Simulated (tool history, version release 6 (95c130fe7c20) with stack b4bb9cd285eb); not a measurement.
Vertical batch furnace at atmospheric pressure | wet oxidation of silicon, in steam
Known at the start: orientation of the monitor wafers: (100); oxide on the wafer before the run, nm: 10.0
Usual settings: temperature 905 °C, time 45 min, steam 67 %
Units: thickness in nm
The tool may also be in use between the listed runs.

run	hour	temperature	time	steam	read-back reference wafer on the same gauge, thickness	thickness
1	0.0	905	45	67	93.06	104.87
2	8.6	905	33	67	93.00	80.91
3	26.4	905	33	67	93.02	81.00
4	44.2	905	45	67	93.00	104.45
5	55.9	905	45	67	92.99	104.50
6	73.6	905	45	67	92.96	104.52
7	89.5	905	45	67	92.96	104.12
# hour 122.3: steam generator serviced
8	122.8	905	45	67	92.94	113.67
9	127.5	905	45	64	92.99	109.28
10	132.2	905	58	67	93.01	140.20
11	140.1	905	58	67	92.99	140.58

Run 12 comes next. What will it give?
# hour 145.1: gauge calibrated
# hour 168.0: thermocouples replaced and temperature profile calibrated
12	168.5	882	45	74	?	?

{"run 12": {"read-back reference wafer on the same gauge, thickness": 93.01, "thickness": 84.99}}
Without the tool's hidden state the same run would have given thickness 85.01 nm.
